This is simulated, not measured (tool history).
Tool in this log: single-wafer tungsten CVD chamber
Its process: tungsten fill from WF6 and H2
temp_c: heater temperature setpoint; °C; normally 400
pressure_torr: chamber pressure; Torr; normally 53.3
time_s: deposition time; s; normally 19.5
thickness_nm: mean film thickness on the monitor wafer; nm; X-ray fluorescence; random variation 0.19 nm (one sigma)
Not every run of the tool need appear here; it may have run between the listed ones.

run	hour	temp_c	pressure_torr	time_s	read-back reference wafer on the same gauge, thickness_nm	thickness_nm
1	0	400	53.3	19.5	70.605	76.209
2	15.5	400	53.3	20.4	70.591	79.913
3	30.2	390	53.3	19.5	70.57	64.436
4	45	390	53.3	19.5	70.63	64.365
5	76.9	390	53.3	19.5	70.611	64.555
6	112.8	400	53.3	17	70.572	65.859
7	125.6	400	53.3	17	70.594	65.862
8	144.7	395	53.3	16.9	70.579	60.691
# hour 174.3: capacitance manometer re-zeroed and calibrated
9	174.8	395	53.3	16.9	70.622	64.02
10	189.7	395	53.3	16.9	70.572	63.898
# hour 212.7: gauge calibrated
11	218.2	392	53.3	19.5	70.599	70.757
12	237.2	400	53.3	19.5	70.579	80.152
13	269.4	390	53.3	21.2	70.584	74.267
# hour 278.9: thermocouple changed; heater temperature recalibrated
# hour 297.1: showerhead replaced
14	298.2	385	62.3	17.2	70.574	57.22
15	315.4	394	45.5	17.2	70.57	55.442
16	342.4	387	53.3	23.1	70.56	72.951
17	357.1	400	53.3	19.5	70.617	76.568
18	386.5	405	41.6	19.5	70.617	70.59
19	399.2	400	53.3	19.5	70.552	76.34
20	427.9	413	64.4	19.5	70.647	104.399
21	460.9	408	53.3	22.6	70.585	100.781
22	486.2	412	58.3	19.5	70.531	97.452

3 options for the next run, each taken on its own from the tool as it stands now. Forecast them:
A	486.6	395	53.3	19.5	?	?
B	486.6	411	43.2	16.6	?	?
C	486.6	400	61	19.5	?	?

run	read-back reference wafer on the same gauge, thickness_nm	thickness_nm
A	70.537	70.948
B	70.537	68.096
C	70.537	83.234
Without the tool's hidden state the same runs would have given:
run	thickness_nm
A	71.238
B	68.389
C	83.566

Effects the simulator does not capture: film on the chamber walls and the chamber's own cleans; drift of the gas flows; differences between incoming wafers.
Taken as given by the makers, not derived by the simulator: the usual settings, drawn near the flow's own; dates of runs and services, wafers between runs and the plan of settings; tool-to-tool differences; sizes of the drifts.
